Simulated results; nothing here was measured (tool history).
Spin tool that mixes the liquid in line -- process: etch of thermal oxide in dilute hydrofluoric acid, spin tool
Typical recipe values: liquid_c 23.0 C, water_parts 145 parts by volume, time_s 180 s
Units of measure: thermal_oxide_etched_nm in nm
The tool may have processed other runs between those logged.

| run | hour | liquid_c | water_parts | time_s | wafers since the last listed run | hours since the thermometer was replaced | hours since the hydrofluoric acid flow meter was replaced | hours since the gauge calibration | read-back film thickness of the thermal oxide reference wafer, read on the same gauge (nm) | thermal_oxide_etched_nm |
|---|---|---|---|---|---|---|---|---|---|---|
| 1 | 0.0 | 23.0 | 145 | 180 | 0 | 1122.4 | 811.2 | 85.6 | 140.01 | 4.50 |
| 2 | 10.8 | 23.0 | 145 | 180 | 73 | 1133.2 | 822.0 | 96.4 | 139.98 | 4.52 |
| 3 | 18.4 | 23.0 | 145 | 180 | 51 | 1140.8 | 829.6 | 104.0 | 140.04 | 4.53 |
| 4 | 34.9 | 23.0 | 145 | 180 | 111 | 1157.3 | 846.1 | 120.5 | 139.99 | 4.48 |
| 5 | 44.6 | 23.0 | 145 | 180 | 65 | 1167.0 | 855.8 | 130.2 | 139.96 | 4.49 |
| 6 | 53.3 | 23.0 | 145 | 180 | 59 | 1175.7 | 864.5 | 138.9 | 140.05 | 4.48 |
|  | 61.3 | thermometer replaced |
| 7 | 61.8 | 23.0 | 145 | 180 | 50 | 0.5 | 873.0 | 147.4 | 140.01 | 4.46 |
| 8 | 70.6 | 23.0 | 145 | 180 | 59 | 9.3 | 881.8 | 156.2 | 139.98 | 4.47 |
| 9 | 83.1 | 23.0 | 145 | 180 | 84 | 21.8 | 894.3 | 168.7 | 140.03 | 4.42 |
| 10 | 90.4 | 23.0 | 125 | 180 | 49 | 29.1 | 901.6 | 176.0 | 140.07 | 5.32 |
| 11 | 102.4 | 23.0 | 145 | 135 | 81 | 41.1 | 913.6 | 188.0 | 140.05 | 3.32 |
|  | 113.0 | gauge calibrated |
|  | 115.5 | hydrofluoric acid flow meter replaced |
| 12 | 118.4 | 18.5 | 145 | 180 | 101 | 57.1 | 2.9 | 5.4 | 140.00 | 4.29 |
| 13 | 135.3 | 26.0 | 145 | 180 | 114 | 74.0 | 19.8 | 22.3 | 140.04 | 5.73 |
| 14 | 141.6 | 21.5 | 215 | 180 | 42 | 80.3 | 26.1 | 28.6 | 140.03 | 3.04 |
| 15 | 158.0 | 23.0 | 120 | 280 | 111 | 96.7 | 42.5 | 45.0 | 139.99 | 9.99 |
| 16 | 170.9 | 23.0 | 85 | 260 | 87 | 109.6 | 55.4 | 57.9 | 140.00 | 13.50 |
| 17 | 179.8 | 24.5 | 205 | 80 | 60 | 118.5 | 64.3 | 66.8 | 139.98 | 1.59 |
| 18 | 190.8 | 18.5 | 145 | 180 | 74 | 129.5 | 75.3 | 77.8 | 140.01 | 4.26 |

Each row is a separate what-if for the run after 18, all from the same tool condition, not one after another. Results?
| A | 191.3 | 23.0 | 145 | 180 | 3 | 130.0 | 75.8 | 78.3 | ? | ? |
| B | 191.3 | 27.5 | 120 | 270 | 3 | 130.0 | 75.8 | 78.3 | ? | ? |
| C | 191.3 | 26.0 | 195 | 255 | 3 | 130.0 | 75.8 | 78.3 | ? | ? |

| run | read-back film thickness of the thermal oxide reference wafer, read on the same gauge (nm) | thermal_oxide_etched_nm |
|---|---|---|
| A | 139.96 | 5.08 |
| B | 139.96 | 11.28 |
| C | 139.96 | 5.66 |
With no hidden state in the tool, these same runs would have given:
| run | thermal_oxide_etched_nm |
|---|---|
| A | 5.15 |
| B | 11.43 |
| C | 5.74 |

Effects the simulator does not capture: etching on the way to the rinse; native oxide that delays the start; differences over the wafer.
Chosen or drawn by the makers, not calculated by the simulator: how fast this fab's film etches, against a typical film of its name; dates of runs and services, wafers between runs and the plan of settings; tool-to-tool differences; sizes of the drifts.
